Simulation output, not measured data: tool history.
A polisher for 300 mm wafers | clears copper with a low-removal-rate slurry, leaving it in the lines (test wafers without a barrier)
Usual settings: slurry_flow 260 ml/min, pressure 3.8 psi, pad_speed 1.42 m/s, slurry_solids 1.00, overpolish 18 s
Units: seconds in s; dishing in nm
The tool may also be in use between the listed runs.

run,day,slurry_flow,pressure,pad_speed,slurry_solids,overpolish,wafers since the last listed run,wafers polished on this pad,hours since the slurry nozzle was cleaned,hours since the head pressure was calibrated,hours since the slurry blender was calibrated,"incoming thickness of the incoming film, nm",seconds,dishing
1,0.000,260,3.8,1.42,1.00,18,0,302,175.8,1078.6,17.9,699.2,123.2,56.6
2,0.700,260,3.8,1.42,1.00,18,132,434,192.6,1095.4,34.7,701.1,129.9,53.9
3,2.146,260,3.8,1.42,1.10,18,274,709,227.3,1130.1,69.4,696.5,137.5,53.6
# day 2.583: slurry nozzle cleaned
# day 2.796: worn pad replaced by a new one
4,2.817,260,3.8,1.42,1.10,18,87,4,5.6,1146.2,85.5,705.1,128.9,54.4
5,3.338,260,3.8,1.42,1.00,18,98,103,18.1,1158.7,98.0,702.3,131.1,54.5
6,3.729,260,3.8,1.42,1.00,18,74,177,27.5,1168.1,107.4,709.6,134.7,54.7
7,4.096,260,3.8,1.42,1.00,18,69,246,36.3,1176.9,116.2,700.1,135.7,53.6
8,4.454,260,3.8,1.42,1.00,18,67,314,44.9,1185.5,124.8,703.0,140.1,52.9
# day 5.942: slurry blender recalibrated
9,6.154,260,3.8,1.42,1.00,18,306,621,85.7,1226.3,5.1,708.7,131.0,54.9
10,6.767,260,3.8,1.42,1.00,18,116,737,100.4,1241.0,19.8,694.8,139.9,53.8
11,7.454,260,3.3,1.22,1.00,18,130,868,116.9,1257.5,36.3,712.0,197.8,39.8
# day 7.779: worn pad replaced by a new one
12,7.879,260,3.3,1.22,1.00,18,49,19,127.1,1267.7,46.5,686.4,169.1,43.6
# day 8.525: head pressure recalibrated
13,8.546,260,3.8,1.42,1.00,18,110,129,143.1,0.5,62.5,700.6,127.3,53.3
14,9.088,205,3.8,1.42,0.85,26,102,232,156.1,13.5,75.5,696.6,138.4,67.7
15,9.821,340,3.8,1.42,1.15,21,139,371,173.7,31.1,93.1,697.3,133.3,60.3
16,10.342,285,3.8,1.04,1.00,15,98,470,186.2,43.6,105.6,700.6,186.1,34.6
17,11.042,260,3.8,1.70,1.00,18,132,603,203.0,60.4,122.4,712.6,119.3,59.2
# day 11.521: slurry nozzle cleaned
18,11.554,260,3.8,1.42,1.00,18,89,692,0.8,72.7,134.7,702.4,142.0,49.8
19,12.100,260,3.2,1.86,0.85,11,103,796,13.9,85.8,147.8,703.1,145.4,33.8

Run 20 comes next. What will it give?
20,12.442,260,3.8,1.42,1.00,24,64,861,22.1,94.0,156.0,704.9,?,?

Run 20 gave seconds 158.4 s, dishing 60.1 nm.
Without the tool's hidden state the same run would have given seconds 124.4 s, dishing 71.3 nm.

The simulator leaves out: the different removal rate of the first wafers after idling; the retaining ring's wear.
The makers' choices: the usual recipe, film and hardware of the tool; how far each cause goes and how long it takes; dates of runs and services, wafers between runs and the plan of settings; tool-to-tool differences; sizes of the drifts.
